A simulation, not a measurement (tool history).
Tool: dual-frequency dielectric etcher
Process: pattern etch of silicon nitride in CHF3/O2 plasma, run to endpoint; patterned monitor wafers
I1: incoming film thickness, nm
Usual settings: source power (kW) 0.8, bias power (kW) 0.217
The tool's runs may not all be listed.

run 1 day=0 | source_power_(kW)=0.67 bias_power_(kW)=0.217 | I1=112.1 | endpoint_time_(s)=77.2
-- day=2.879 wet clean of the chamber
run 2 day=3.346 | source_power_(kW)=0.67 bias_power_(kW)=0.217 | I1=110.4 | endpoint_time_(s)=72.6
run 3 day=5.746 | source_power_(kW)=0.8 bias_power_(kW)=0.217 | I1=111.8 | endpoint_time_(s)=66.5
run 4 day=7.821 | source_power_(kW)=0.8 bias_power_(kW)=0.217 | I1=110.3 | endpoint_time_(s)=65.9
run 5 day=12.225 | source_power_(kW)=0.8 bias_power_(kW)=0.217 | I1=111.9 | endpoint_time_(s)=67.6
run 6 day=14.704 | source_power_(kW)=0.8 bias_power_(kW)=0.217 | I1=111.9 | endpoint_time_(s)=68.8
run 7 day=18.408 | source_power_(kW)=0.8 bias_power_(kW)=0.217 | I1=112 | endpoint_time_(s)=68.9
run 8 day=20.279 | source_power_(kW)=0.8 bias_power_(kW)=0.217 | I1=111.2 | endpoint_time_(s)=69.7
-- day=23.321 wet clean of the chamber
run 9 day=23.738 | source_power_(kW)=0.8 bias_power_(kW)=0.217 | I1=110 | endpoint_time_(s)=66.2
run 10 day=26.817 | source_power_(kW)=0.8 bias_power_(kW)=0.217 | I1=111.6 | endpoint_time_(s)=67.5
run 11 day=29.588 | source_power_(kW)=0.8 bias_power_(kW)=0.217 | I1=111 | endpoint_time_(s)=67
run 12 day=31.196 | source_power_(kW)=0.87 bias_power_(kW)=0.184 | I1=111.6 | endpoint_time_(s)=67.7
run 13 day=34.896 | source_power_(kW)=0.87 bias_power_(kW)=0.184 | I1=111.1 | endpoint_time_(s)=68.3
-- day=37.017 upper electrode replaced
run 14 day=37.717 | source_power_(kW)=0.87 bias_power_(kW)=0.184 | I1=112.2 | endpoint_time_(s)=69.9
-- day=40.729 wet clean of the chamber
run 15 day=40.75 | source_power_(kW)=0.61 bias_power_(kW)=0.174 | I1=111.2 | endpoint_time_(s)=85.7
run 16 day=45.633 | source_power_(kW)=0.8 bias_power_(kW)=0.253 | I1=111 | endpoint_time_(s)=63.2
run 17 day=48.529 | source_power_(kW)=0.89 bias_power_(kW)=0.17 | I1=111.7 | endpoint_time_(s)=68.6
run 18 day=50.683 | source_power_(kW)=0.8 bias_power_(kW)=0.217 | I1=109.8 | endpoint_time_(s)=66.8
run 19 day=54.358 | source_power_(kW)=0.8 bias_power_(kW)=0.253 | I1=111.3 | endpoint_time_(s)=65.8
-- day=57.492 bias power generator calibrated
run 20 day=57.512 | source_power_(kW)=0.8 bias_power_(kW)=0.265 | I1=111.5 | endpoint_time_(s)=64.8
-- day=60.55 wet clean of the chamber
run 21 day=60.571 | source_power_(kW)=0.96 bias_power_(kW)=0.232 | I1=111.5 | endpoint_time_(s)=58.5
run 22 day=63.742 | source_power_(kW)=0.9 bias_power_(kW)=0.195 | I1=111 | endpoint_time_(s)=63.8
-- day=63.992 source power generator calibrated
run 23 day=65.317 | source_power_(kW)=0.94 bias_power_(kW)=0.175 | I1=111.1 | endpoint_time_(s)=64.8
run 24 day=69.396 | source_power_(kW)=0.86 bias_power_(kW)=0.265 | I1=110.9 | endpoint_time_(s)=60.1
run 25 day=73.492 | source_power_(kW)=0.8 bias_power_(kW)=0.217 | I1=111.8 | endpoint_time_(s)=69
-- day=76.442 wet clean of the chamber
run 26 day=76.508 | source_power_(kW)=0.8 bias_power_(kW)=0.217 | I1=110.6 | endpoint_time_(s)=65.8
run 27 day=78.3 | source_power_(kW)=0.74 bias_power_(kW)=0.217 | I1=110.4 | endpoint_time_(s)=69.2
run 28 day=82.267 | source_power_(kW)=0.93 bias_power_(kW)=0.234 | I1=111.9 | endpoint_time_(s)=60

Hidden state or all else? Some run-to-run changes of endpoint time (s), split into what the settings, what came in and random variation would give without the hidden state, and what is left for the hidden state (with any gauge scatter that isn't in both results):
The hidden state here: etch rate over this chamber's usual, %; source power that arrives over what is set, %; bias power that arrives over what is set, %.
Run 1 -> 2: wet clean of the chamber. endpoint time (s) -4.6: hidden state -3.2, all else -1.4.
Run 14 -> 15: source power (kW) 0.87 -> 0.61, bias power (kW) 0.184 -> 0.174, wet clean of the chamber. endpoint time (s) +15.8: hidden state -3, all else +18.8.
Run 15 -> 16: source power (kW) 0.61 -> 0.8, bias power (kW) 0.174 -> 0.253. endpoint time (s) -22.5: hidden state +0.8, all else -23.3.
